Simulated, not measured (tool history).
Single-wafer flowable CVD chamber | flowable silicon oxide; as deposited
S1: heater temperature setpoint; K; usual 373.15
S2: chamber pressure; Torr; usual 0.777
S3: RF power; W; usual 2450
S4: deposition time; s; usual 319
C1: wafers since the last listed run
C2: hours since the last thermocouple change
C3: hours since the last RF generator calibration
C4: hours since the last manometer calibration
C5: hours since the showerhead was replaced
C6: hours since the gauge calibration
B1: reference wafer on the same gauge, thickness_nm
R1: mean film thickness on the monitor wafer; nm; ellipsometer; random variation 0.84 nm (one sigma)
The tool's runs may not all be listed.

run 1 hour=0.0 | S1=373.15 S2=0.777 S3=2450 S4=335 | C1=0 C2=1384.4 C3=36.3 C4=1432.2 C5=4349.5 C6=1074.2 | B1=224.944 | R1=224.020
-- hour=58.8 capacitance manometer re-zeroed and calibrated
run 2 hour=59.3 | S1=373.15 S2=0.777 S3=2450 S4=335 | C1=386 C2=1443.7 C3=95.6 C4=0.5 C5=4408.8 C6=1133.5 | B1=225.128 | R1=228.437
-- hour=103.3 thermocouple changed; heater temperature recalibrated
run 3 hour=119.2 | S1=373.15 S2=0.777 S3=2450 S4=335 | C1=391 C2=15.9 C3=155.5 C4=60.4 C5=4468.7 C6=1193.4 | B1=225.025 | R1=220.835
run 4 hour=183.6 | S1=373.15 S2=0.777 S3=2450 S4=319 | C1=485 C2=80.3 C3=219.9 C4=124.8 C5=4533.1 C6=1257.8 | B1=224.943 | R1=210.677
run 5 hour=252.2 | S1=373.15 S2=0.693 S3=2450 S4=319 | C1=517 C2=148.9 C3=288.5 C4=193.4 C5=4601.7 C6=1326.4 | B1=224.867 | R1=188.554
-- hour=311.4 showerhead replaced
run 6 hour=311.9 | S1=373.15 S2=0.693 S3=2450 S4=319 | C1=389 C2=208.6 C3=348.2 C4=253.1 C5=0.5 C6=1386.1 | B1=224.765 | R1=189.667
run 7 hour=376.6 | S1=373.15 S2=0.830 S3=2450 S4=360 | C1=488 C2=273.3 C3=412.9 C4=317.8 C5=65.2 C6=1450.8 | B1=225.337 | R1=253.570
run 8 hour=414.8 | S1=373.15 S2=0.669 S3=2800 S4=319 | C1=288 C2=311.5 C3=451.1 C4=356.0 C5=103.4 C6=1489.0 | B1=224.960 | R1=184.573
run 9 hour=452.9 | S1=373.15 S2=0.666 S3=2230 S4=319 | C1=287 C2=349.6 C3=489.2 C4=394.1 C5=141.5 C6=1527.1 | B1=224.979 | R1=177.324
run 10 hour=488.0 | S1=386.15 S2=0.777 S3=2450 S4=290 | C1=264 C2=384.7 C3=524.3 C4=429.2 C5=176.6 C6=1562.2 | B1=225.142 | R1=119.523
run 11 hour=526.0 | S1=373.15 S2=0.777 S3=2450 S4=319 | C1=286 C2=422.7 C3=562.3 C4=467.2 C5=214.6 C6=1600.2 | B1=225.142 | R1=212.329
-- hour=685.1 gauge calibrated
run 12 hour=709.0 | S1=373.15 S2=0.777 S3=2450 S4=319 | C1=1380 C2=605.7 C3=745.3 C4=650.2 C5=397.6 C6=23.9 | B1=225.066 | R1=213.044
run 13 hour=775.0 | S1=373.15 S2=0.955 S3=2450 S4=319 | C1=497 C2=671.7 C3=811.3 C4=716.2 C5=463.6 C6=89.9 | B1=224.836 | R1=259.862
run 14 hour=834.7 | S1=387.15 S2=0.717 S3=2200 S4=367 | C1=450 C2=731.4 C3=871.0 C4=775.9 C5=523.3 C6=149.6 | B1=224.929 | R1=130.754
run 15 hour=878.5 | S1=365.15 S2=0.720 S3=2895 S4=287 | C1=330 C2=775.2 C3=914.8 C4=819.7 C5=567.1 C6=193.4 | B1=224.888 | R1=246.186
run 16 hour=947.9 | S1=382.15 S2=0.944 S3=2100 S4=292 | C1=523 C2=844.6 C3=984.2 C4=889.1 C5=636.5 C6=262.8 | B1=225.120 | R1=162.163
run 17 hour=998.8 | S1=373.15 S2=0.777 S3=2450 S4=319 | C1=383 C2=895.5 C3=1035.1 C4=940.0 C5=687.4 C6=313.7 | B1=224.981 | R1=213.734
run 18 hour=1024.7 | S1=385.15 S2=0.649 S3=2450 S4=319 | C1=195 C2=921.4 C3=1061.0 C4=965.9 C5=713.3 C6=339.6 | B1=224.889 | R1=113.486
run 19 hour=1077.8 | S1=373.15 S2=0.777 S3=2715 S4=319 | C1=400 C2=974.5 C3=1114.1 C4=1019.0 C5=766.4 C6=392.7 | B1=225.172 | R1=216.337
run 20 hour=1130.5 | S1=373.15 S2=0.777 S3=2450 S4=319 | C1=397 C2=1027.2 C3=1166.8 C4=1071.7 C5=819.1 C6=445.4 | B1=225.228 | R1=212.350
run 21 hour=1162.8 | S1=373.15 S2=0.777 S3=2450 S4=319 | C1=243 C2=1059.5 C3=1199.1 C4=1104.0 C5=851.4 C6=477.7 | B1=224.776 | R1=211.842
run 22 hour=1204.0 | S1=383.15 S2=0.838 S3=2450 S4=319 | C1=310 C2=1100.7 C3=1240.3 C4=1145.2 C5=892.6 C6=518.9 | B1=224.922 | R1=156.873
run 23 hour=1265.9 | S1=373.15 S2=0.777 S3=2450 S4=319 | C1=466 C2=1162.6 C3=1302.2 C4=1207.1 C5=954.5 C6=580.8 | B1=225.018 | R1=211.303
-- hour=1283.9 thermocouple changed; heater temperature recalibrated
run 24 hour=1318.0 | S1=366.15 S2=0.777 S3=2450 S4=319 | C1=332 C2=34.1 C3=1354.3 C4=1259.2 C5=1006.6 C6=632.9 | B1=225.132 | R1=270.430
run 25 hour=1390.8 | S1=385.15 S2=0.777 S3=2450 S4=381 | C1=549 C2=106.9 C3=1427.1 C4=1332.0 C5=1079.4 C6=705.7 | B1=224.681 | R1=158.178
run 26 hour=1427.1 | S1=373.15 S2=0.777 S3=2450 S4=319 | C1=273 C2=143.2 C3=1463.4 C4=1368.3 C5=1115.7 C6=742.0 | B1=225.306 | R1=208.607
-- hour=1443.2 capacitance manometer re-zeroed and calibrated
run 27 hour=1481.8 | S1=373.15 S2=0.777 S3=2450 S4=319 | C1=352 C2=197.9 C3=1518.1 C4=38.6 C5=1170.4 C6=796.7 | B1=225.153 | R1=213.359

How the hidden state differs across the entries between the runs, from the last listed run before each to the first after it:
Between runs 1 and 2: capacitance manometer re-zeroed and calibrated (hour 58.8)
  wafer temperature above the value expected at the setpoint (K): -0.913 -> -0.918; true pressure above the setpoint (%): -2.22 -> 0.112
  measured less the result without the state, R1: +2.518 -> +7.856 nm
Between runs 2 and 3: thermocouple changed; heater temperature recalibrated (hour 103.3)
  wafer temperature above the value expected at the setpoint (K): -0.918 -> 0.00184; true pressure above the setpoint (%): 0.112 -> -0.13
  measured less the result without the state, R1: +7.856 -> -0.305 nm
Between runs 5 and 6: showerhead replaced (hour 311.4)
  wafer temperature above the value expected at the setpoint (K): -0.239 -> -0.326; true pressure above the setpoint (%): -0.573 -> -0.736
  measured less the result without the state, R1: +0.535 -> +0.826 nm
Between runs 11 and 12: gauge calibrated (hour 685.1)
  wafer temperature above the value expected at the setpoint (K): -0.56 -> -0.689; true pressure above the setpoint (%): -1.18 -> -1.43
  measured less the result without the state, R1: +1.852 -> +2.326 nm
Between runs 23 and 24: thermocouple changed; heater temperature recalibrated (hour 1283.9)
  wafer temperature above the value expected at the setpoint (K): -0.873 -> -0.158; true pressure above the setpoint (%): -1.81 -> -1.83
  measured less the result without the state, R1: +2.931 -> -3.360 nm
Between runs 26 and 27: capacitance manometer re-zeroed and calibrated (hour 1443.2)
  wafer temperature above the value expected at the setpoint (K): -0.353 -> -0.434; true pressure above the setpoint (%): -1.86 -> 0.0609
  measured less the result without the state, R1: -1.208 -> +3.512 nm
